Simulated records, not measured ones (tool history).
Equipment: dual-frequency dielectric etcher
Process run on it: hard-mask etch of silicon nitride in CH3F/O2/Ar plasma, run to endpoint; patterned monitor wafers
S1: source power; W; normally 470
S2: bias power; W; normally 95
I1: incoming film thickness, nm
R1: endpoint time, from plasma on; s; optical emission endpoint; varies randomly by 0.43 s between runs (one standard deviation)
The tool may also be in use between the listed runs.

run   hour   S1   S2     I1    R1
  1    0.0  470   95  44.22  50.7
  2   33.1  470  104  45.61  51.9
  3   61.0  470  104  44.82  49.8
  4   82.9  470   95  45.14  51.5
  5  100.6  470   95  45.11  51.4
  6  126.1  470   95  44.69  51.6
     162.2  -- upper electrode replaced
     182.8  -- wet clean of the chamber
  7  183.3  470   95  44.99  53.6
  8  187.1  470   95  45.15  53.2
  9  201.2  470   95  44.97  53.5
 10  226.9  470   95  45.25  54.2
 11  251.6  430   84  45.21  57.2
     256.5  -- bias power generator calibrated
 12  272.8  540   95  44.89  49.9
     287.8  -- source power generator calibrated
 13  288.3  470   81  44.61  55.2
 14  313.5  400   86  45.30  57.7
 15  328.7  470   95  45.31  52.8
 16  346.0  400   81  44.74  57.9
 17  372.7  470   95  45.25  52.8
 18  393.7  410  104  44.70  52.3
 19  410.4  470   95  44.83  52.0
 20  432.9  410  104  45.35  53.1

Hidden state or all else? Some run-to-run changes of R1, split into what the settings, what came in and random variation would give without the hidden state, and what is left for the hidden state (with any gauge scatter that isn't in both results):
Hidden conditions of the tool in this case: etch rate over this chamber's usual, %; source power that arrives over what is set, %; bias power that arrives over what is set, %.
Run 6 -> 7: upper electrode replaced, wet clean of the chamber. R1 +2.0 s: hidden state +2.4, all else -0.4.
Run 11 -> 12: S1 430 -> 540, S2 84 -> 95, bias power generator calibrated. R1 -7.3 s: hidden state +0.0, all else -7.3.
Run 12 -> 13: S1 540 -> 470, S2 95 -> 81, source power generator calibrated. R1 +5.3 s: hidden state -0.2, all else +5.5.
Run 13 -> 14: S1 470 -> 400, S2 81 -> 86. R1 +2.5 s: hidden state -0.3, all else +2.8.

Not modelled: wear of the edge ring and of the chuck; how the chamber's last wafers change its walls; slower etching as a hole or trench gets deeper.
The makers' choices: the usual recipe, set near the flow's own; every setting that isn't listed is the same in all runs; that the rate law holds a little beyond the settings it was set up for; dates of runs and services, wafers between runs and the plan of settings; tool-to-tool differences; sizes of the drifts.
